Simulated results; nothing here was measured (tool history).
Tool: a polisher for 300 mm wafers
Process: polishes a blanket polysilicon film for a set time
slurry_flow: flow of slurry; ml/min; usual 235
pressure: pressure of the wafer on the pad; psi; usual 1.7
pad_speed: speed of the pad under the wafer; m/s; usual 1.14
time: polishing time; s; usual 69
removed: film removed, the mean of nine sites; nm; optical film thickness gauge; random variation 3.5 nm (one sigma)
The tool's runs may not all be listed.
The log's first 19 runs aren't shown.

| run | day | slurry_flow | pressure | pad_speed | time | incoming thickness of the incoming film, nm | removed |
|---|---|---|---|---|---|---|---|
|  | 9.183 | worn pad replaced by a new one |
| 20 | 9.204 | 265 | 1.5 | 1.14 | 86 | 2293.1 | 432.7 |
| 21 | 9.671 | 235 | 1.7 | 1.14 | 80 | 2286.2 | 413.1 |
| 22 | 10.421 | 235 | 1.7 | 1.14 | 86 | 2263.1 | 443.8 |
|  | 10.492 | slurry nozzle cleaned |
| 23 | 10.767 | 185 | 1.9 | 1.14 | 89 | 2341.4 | 472.9 |
| 24 | 11.046 | 235 | 1.5 | 1.32 | 79 | 2274.3 | 405.5 |
| 25 | 11.733 | 235 | 1.7 | 1.36 | 69 | 2337.9 | 385.1 |
| 26 | 12.15 | 260 | 1.5 | 1.14 | 59 | 2300.5 | 263 |
|  | 12.575 | worn pad replaced by a new one |
| 27 | 12.596 | 270 | 1.1 | 1.04 | 69 | 2273.5 | 283.8 |
| 28 | 13.046 | 235 | 1.7 | 1.14 | 59 | 2283.1 | 304 |
| 29 | 13.525 | 235 | 1.9 | 1.14 | 84 | 2295.8 | 469.5 |
| 30 | 14.492 | 235 | 1.7 | 1.14 | 69 | 2307.6 | 354.7 |
| 31 | 15.042 | 235 | 1.2 | 1.54 | 79 | 2322.5 | 391.4 |

5 ways to go on from here, each from the tool as it stands after run 31. What would each give?
| A | 15.062 | 235 | 2.2 | 1.14 | 69 | 2286.6 | ? |
| B | 15.062 | 235 | 1.7 | 1.14 | 89 | 2286.6 | ? |
| C | 15.062 | 170 | 1.7 | 1.14 | 69 | 2286.6 | ? |
| D | 15.062 | 235 | 1.7 | 0.92 | 51 | 2286.6 | ? |
| E | 15.062 | 205 | 1.7 | 1.5 | 69 | 2286.6 | ? |

| run | removed |
|---|---|
| A | 390.8 |
| B | 432.3 |
| C | 327.3 |
| D | 218.1 |
| E | 396.8 |
Without the tool's hidden state the same runs would have given:
| run | removed |
|---|---|
| A | 426.3 |
| B | 471.6 |
| C | 357 |
| D | 237.9 |
| E | 432.8 |
